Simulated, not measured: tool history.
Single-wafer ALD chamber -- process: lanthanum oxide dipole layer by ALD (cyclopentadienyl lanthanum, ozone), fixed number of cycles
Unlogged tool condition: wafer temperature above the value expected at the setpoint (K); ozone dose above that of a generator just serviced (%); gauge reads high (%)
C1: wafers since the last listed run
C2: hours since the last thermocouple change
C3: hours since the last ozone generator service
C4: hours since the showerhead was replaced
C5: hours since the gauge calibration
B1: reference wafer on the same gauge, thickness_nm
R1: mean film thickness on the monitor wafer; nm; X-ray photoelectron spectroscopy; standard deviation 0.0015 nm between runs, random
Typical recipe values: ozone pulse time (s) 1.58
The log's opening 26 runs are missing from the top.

run 27 hour=1351.6 | ozone_pulse_time_(s)=2.07 | C1=808 C2=717.7 C3=420.5 C4=853.5 C5=460.1 | B1=0.580 | R1=0.595
run 28 hour=1388.2 | ozone_pulse_time_(s)=2.11 | C1=628 C2=754.3 C3=457.1 C4=890.1 C5=496.7 | B1=0.580 | R1=0.596
run 29 hour=1436.9 | ozone_pulse_time_(s)=1.31 | C1=835 C2=803.0 C3=505.8 C4=938.8 C5=545.4 | B1=0.580 | R1=0.548
run 30 hour=1467.1 | ozone_pulse_time_(s)=1.37 | C1=518 C2=833.2 C3=536.0 C4=969.0 C5=575.6 | B1=0.580 | R1=0.556
run 31 hour=1509.4 | ozone_pulse_time_(s)=0.97 | C1=726 C2=875.5 C3=578.3 C4=1011.3 C5=617.9 | B1=0.580 | R1=0.492
run 32 hour=1538.0 | ozone_pulse_time_(s)=1.58 | C1=490 C2=904.1 C3=606.9 C4=1039.9 C5=646.5 | B1=0.580 | R1=0.568
run 33 hour=1564.4 | ozone_pulse_time_(s)=1.58 | C1=453 C2=930.5 C3=633.3 C4=1066.3 C5=672.9 | B1=0.580 | R1=0.567
run 34 hour=1636.3 | ozone_pulse_time_(s)=1.32 | C1=1234 C2=1002.4 C3=705.2 C4=1138.2 C5=744.8 | B1=0.580 | R1=0.539
-- hour=1684.1 ozone generator serviced
run 35 hour=1684.6 | ozone_pulse_time_(s)=1.58 | C1=691 C2=1050.7 C3=0.5 C4=1186.5 C5=793.1 | B1=0.580 | R1=0.587

Branching from run 35: 3 alternative next runs. What would each branch give?
run A hour=1685.0 | ozone_pulse_time_(s)=1.42 | C1=6 C2=1051.1 C3=0.9 C4=1186.9 C5=793.5 | B1=? | R1=?
run B hour=1685.0 | ozone_pulse_time_(s)=1.81 | C1=6 C2=1051.1 C3=0.9 C4=1186.9 C5=793.5 | B1=? | R1=?
run C hour=1685.0 | ozone_pulse_time_(s)=1.90 | C1=6 C2=1051.1 C3=0.9 C4=1186.9 C5=793.5 | B1=? | R1=?

run=A B1=0.581 R1=0.575
run=B B1=0.581 R1=0.595
run=C B1=0.581 R1=0.597
Without the tool's hidden state the same runs would have given:
run=A R1=0.576
run=B R1=0.595
run=C R1=0.598
